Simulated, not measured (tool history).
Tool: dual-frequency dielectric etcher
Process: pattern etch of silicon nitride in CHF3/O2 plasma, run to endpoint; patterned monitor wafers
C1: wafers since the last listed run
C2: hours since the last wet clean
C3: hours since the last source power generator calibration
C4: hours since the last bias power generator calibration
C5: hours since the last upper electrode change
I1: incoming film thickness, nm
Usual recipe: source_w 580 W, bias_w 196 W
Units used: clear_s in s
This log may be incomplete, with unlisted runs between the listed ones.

Run 1, day 0.000: usual settings; C1 0; C2 197.0; C3 4172.2; C4 2490.5; C5 4202.9; I1 113.4. Result: clear_s 74.9 s.
Run 2, day 0.408: usual settings; C1 147; C2 206.8; C3 4182.0; C4 2500.3; C5 4212.7; I1 111.2. Result: clear_s 72.9 s.
Run 3, day 0.754: usual settings; C1 124; C2 215.1; C3 4190.3; C4 2508.6; C5 4221.0; I1 111.8. Result: clear_s 73.7 s.
Run 4, day 1.379: usual settings but source_w 480 W, bias_w 222 W; C1 225; C2 230.1; C3 4205.3; C4 2523.6; C5 4236.0; I1 111.9. Result: clear_s 73.1 s.
Run 5, day 1.812: usual settings but bias_w 232 W; C1 156; C2 240.5; C3 4215.7; C4 2534.0; C5 4246.4; I1 110.7. Result: clear_s 67.7 s.
Run 6, day 2.279: usual settings but bias_w 232 W; C1 168; C2 251.7; C3 4226.9; C4 2545.2; C5 4257.6; I1 112.3. Result: clear_s 68.4 s.
Run 7, day 2.733: usual settings but bias_w 232 W; C1 163; C2 262.6; C3 4237.8; C4 2556.1; C5 4268.5; I1 111.9. Result: clear_s 69.1 s.
Run 8, day 3.221: usual settings but source_w 550 W, bias_w 180 W; C1 175; C2 274.3; C3 4249.5; C4 2567.8; C5 4280.2; I1 111.9. Result: clear_s 79.6 s.
Run 9, day 3.871: usual settings but source_w 550 W, bias_w 180 W; C1 234; C2 289.9; C3 4265.1; C4 2583.4; C5 4295.8; I1 112.0. Result: clear_s 79.1 s.
Run 10, day 4.150: usual settings but source_w 550 W, bias_w 180 W; C1 100; C2 296.6; C3 4271.8; C4 2590.1; C5 4302.5; I1 110.8. Result: clear_s 78.2 s.
Run 11, day 4.467: usual settings but bias_w 224 W; C1 114; C2 304.2; C3 4279.4; C4 2597.7; C5 4310.1; I1 111.7. Result: clear_s 69.2 s.
Run 12, day 5.108: usual settings; C1 231; C2 319.6; C3 4294.8; C4 2613.1; C5 4325.5; I1 111.3. Result: clear_s 73.2 s.
Run 13, day 5.779: usual settings; C1 241; C2 335.7; C3 4310.9; C4 2629.2; C5 4341.6; I1 111.5. Result: clear_s 74.7 s.
Run 14, day 6.442: usual settings; C1 238; C2 351.6; C3 4326.8; C4 2645.1; C5 4357.5; I1 110.9. Result: clear_s 74.5 s.
Run 15, day 6.904: usual settings; C1 166; C2 362.7; C3 4337.9; C4 2656.2; C5 4368.6; I1 111.2. Result: clear_s 74.2 s.
Run 16, day 7.346: usual settings; C1 159; C2 373.3; C3 4348.5; C4 2666.8; C5 4379.2; I1 111.0. Result: clear_s 73.9 s.
Run 17, day 7.929: usual settings but source_w 710 W, bias_w 239 W; C1 210; C2 387.3; C3 4362.5; C4 2680.8; C5 4393.2; I1 112.0. Result: clear_s 64.1 s.
Run 18, day 8.625: usual settings but source_w 690 W, bias_w 169 W; C1 250; C2 404.0; C3 4379.2; C4 2697.5; C5 4409.9; I1 111.7. Result: clear_s 75.3 s.
At day 8.912: bias power generator calibrated.
At day 9.667: wet clean of the chamber.
Run 19, day 9.688: usual settings but source_w 690 W, bias_w 168 W; C1 50; C2 0.5; C3 4404.7; C4 18.6; C5 4435.4; I1 112.0. Result: clear_s 79.1 s.

What will run 20 give?
At day 10.888: upper electrode replaced.
At day 11.388: source power generator calibrated.
At day 11.450: wet clean of the chamber, repeated, since the last time left the tool worse.
Run 20, day 11.471: usual settings but source_w 650 W, bias_w 180 W; C1 199; C2 0.5; C3 2.0; C4 61.4; C5 14.0; I1 112.1. Result: clear_s ?.

{"run 20": {"clear_s": 72.2}}
With the hidden condition absent and the run-to-run variation left alone, this run would have shown clear_s 72.5 s.
